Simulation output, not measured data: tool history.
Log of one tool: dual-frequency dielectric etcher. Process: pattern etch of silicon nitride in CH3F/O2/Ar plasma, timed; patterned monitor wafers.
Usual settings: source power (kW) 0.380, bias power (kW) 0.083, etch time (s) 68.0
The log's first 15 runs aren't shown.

run,hour,source power (kW),bias power (kW),etch time (s),"read-back reference wafer on the same gauge, depth_nm",mean etch depth across the wafer (angstrom)
16,183.6,0.380,0.089,60.0,45.89,506.2
17,189.9,0.470,0.083,68.0,45.89,597.8
18,205.3,0.450,0.066,68.0,45.90,552.6
# hour 206.9: gauge calibrated
# hour 232.5: upper electrode replaced
19,233.0,0.310,0.093,74.0,45.88,600.6
20,233.3,0.460,0.083,68.0,45.90,594.5
21,244.2,0.470,0.083,68.0,45.91,596.6
22,252.8,0.380,0.083,68.0,45.91,561.8
# hour 263.5: bias power generator calibrated
23,264.0,0.290,0.101,50.5,45.91,414.2
24,276.0,0.480,0.083,51.5,45.90,456.6
25,290.0,0.300,0.083,68.0,45.92,528.5
26,300.1,0.380,0.083,68.0,45.91,561.4
27,313.0,0.380,0.083,81.0,45.88,671.1
28,328.2,0.380,0.083,68.0,45.89,563.0
29,334.9,0.460,0.083,68.0,45.90,596.1
30,341.4,0.380,0.083,68.0,45.88,562.6

4 ways to go on from here, each from the tool as it stands after run 30. What would each give?
A,341.8,0.380,0.083,74.0,?,?
B,341.8,0.460,0.100,68.0,?,?
C,341.8,0.280,0.095,76.0,?,?
D,341.8,0.430,0.075,76.0,?,?

run,"read-back reference wafer on the same gauge, depth_nm",mean etch depth across the wafer (angstrom)
A,45.92,612.7
B,45.92,629.5
C,45.92,605.3
D,45.92,632.5
Without the tool's hidden state the same runs would have given:
run,mean etch depth across the wafer (angstrom)
A,609.8
B,626.5
C,602.5
D,629.5
